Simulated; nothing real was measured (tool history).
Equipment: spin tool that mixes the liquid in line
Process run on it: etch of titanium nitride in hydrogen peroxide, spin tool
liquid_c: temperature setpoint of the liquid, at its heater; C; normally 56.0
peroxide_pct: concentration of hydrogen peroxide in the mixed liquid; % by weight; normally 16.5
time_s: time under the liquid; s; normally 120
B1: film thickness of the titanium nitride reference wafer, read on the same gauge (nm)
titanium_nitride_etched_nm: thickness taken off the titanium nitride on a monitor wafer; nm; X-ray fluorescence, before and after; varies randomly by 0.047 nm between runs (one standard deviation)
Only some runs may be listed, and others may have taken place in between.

Run 1, hour 0.0: usual settings but liquid_c 53.0 C; B1 140.00. Result: titanium_nitride_etched_nm 4.70 nm.
At hour 26.0: gauge calibrated.
Run 2, hour 76.5: usual settings but liquid_c 53.0 C; B1 140.03. Result: titanium_nitride_etched_nm 4.68 nm.
Run 3, hour 145.8: usual settings but liquid_c 53.0 C; B1 140.01. Result: titanium_nitride_etched_nm 4.70 nm.
Run 4, hour 219.8: usual settings but liquid_c 63.0 C; B1 140.01. Result: titanium_nitride_etched_nm 9.55 nm.
At hour 223.4: peroxide flow meter replaced.
Run 5, hour 304.8: usual settings but liquid_c 62.0 C, peroxide_pct 19.0 % by weight; B1 139.99. Result: titanium_nitride_etched_nm 9.24 nm.
Run 6, hour 377.5: usual settings; B1 139.98. Result: titanium_nitride_etched_nm 5.89 nm.
At hour 452.0: new drum of peroxide connected.
Run 7, hour 471.0: usual settings; B1 139.97. Result: titanium_nitride_etched_nm 5.88 nm.
Run 8, hour 539.4: usual settings; B1 140.00. Result: titanium_nitride_etched_nm 5.84 nm.
Run 9, hour 592.2: usual settings but liquid_c 52.0 C; B1 139.97. Result: titanium_nitride_etched_nm 4.47 nm.
Run 10, hour 696.3: usual settings but liquid_c 59.0 C, time_s 140 s; B1 140.00. Result: titanium_nitride_etched_nm 8.63 nm.
Run 11, hour 748.4: usual settings; B1 139.98. Result: titanium_nitride_etched_nm 5.93 nm.
Run 12, hour 791.2: usual settings but peroxide_pct 18.5 % by weight; B1 139.98. Result: titanium_nitride_etched_nm 6.02 nm.
At hour 810.4: thermometer replaced.
At hour 850.4: heated supply line repaired.
Run 13, hour 870.7: usual settings but peroxide_pct 12.5 % by weight; B1 140.00. Result: titanium_nitride_etched_nm 5.84 nm.
Run 14, hour 956.9: usual settings but liquid_c 51.0 C; B1 140.02. Result: titanium_nitride_etched_nm 4.35 nm.
Run 15, hour 1027.2: usual settings; B1 140.02. Result: titanium_nitride_etched_nm 6.16 nm.
Run 16, hour 1071.0: usual settings; B1 140.00. Result: titanium_nitride_etched_nm 6.20 nm.
Run 17, hour 1142.7: usual settings; B1 139.99. Result: titanium_nitride_etched_nm 6.08 nm.
Run 18, hour 1213.8: usual settings but liquid_c 60.5 C, peroxide_pct 21.0 % by weight; B1 139.98. Result: titanium_nitride_etched_nm 8.98 nm.
At hour 1226.2: new drum of peroxide connected.
Run 19, hour 1282.5: usual settings but liquid_c 66.0 C, time_s 145 s; B1 140.04. Result: titanium_nitride_etched_nm 14.52 nm.
Run 20, hour 1356.9: usual settings but liquid_c 51.0 C, peroxide_pct 21.5 % by weight, time_s 70 s; B1 140.04. Result: titanium_nitride_etched_nm 2.73 nm.
Run 21, hour 1447.5: usual settings but liquid_c 46.0 C, peroxide_pct 19.5 % by weight, time_s 140 s; B1 140.02. Result: titanium_nitride_etched_nm 3.64 nm.
At hour 1483.2: peroxide flow meter replaced.
Run 22, hour 1519.8: usual settings; B1 140.01. Result: titanium_nitride_etched_nm 6.32 nm.
Run 23, hour 1583.4: usual settings; B1 139.98. Result: titanium_nitride_etched_nm 6.32 nm.
At hour 1604.1: thermometer replaced.
Run 24, hour 1625.2: usual settings but liquid_c 60.0 C, time_s 160 s; B1 140.01. Result: titanium_nitride_etched_nm 10.49 nm.
Run 25, hour 1691.2: usual settings but liquid_c 65.5 C, peroxide_pct 12.0 % by weight, time_s 100 s; B1 139.99. Result: titanium_nitride_etched_nm 8.82 nm.

4 ways to go on from here, each from the tool as it stands after run 25. What would each give?
Run A, hour 1691.7: usual settings; B1 ?. Result: titanium_nitride_etched_nm ?.
Run B, hour 1691.7: usual settings but liquid_c 52.0 C, peroxide_pct 19.5 % by weight, time_s 80 s; B1 ?. Result: titanium_nitride_etched_nm ?.
Run C, hour 1691.7: usual settings but liquid_c 64.5 C, time_s 90 s; B1 ?. Result: titanium_nitride_etched_nm ?.
Run D, hour 1691.7: usual settings but liquid_c 48.0 C, peroxide_pct 18.5 % by weight; B1 ?. Result: titanium_nitride_etched_nm ?.

run      B1  titanium_nitride_etched_nm
  A  140.03                        6.07
  B  140.03                        3.16
  C  140.03                        8.11
  D  140.03                        3.51
Without the tool's unlogged condition, the same runs would have read:
run  titanium_nitride_etched_nm
  A                        6.22
  B                        3.24
  C                        8.30
  D                        3.60
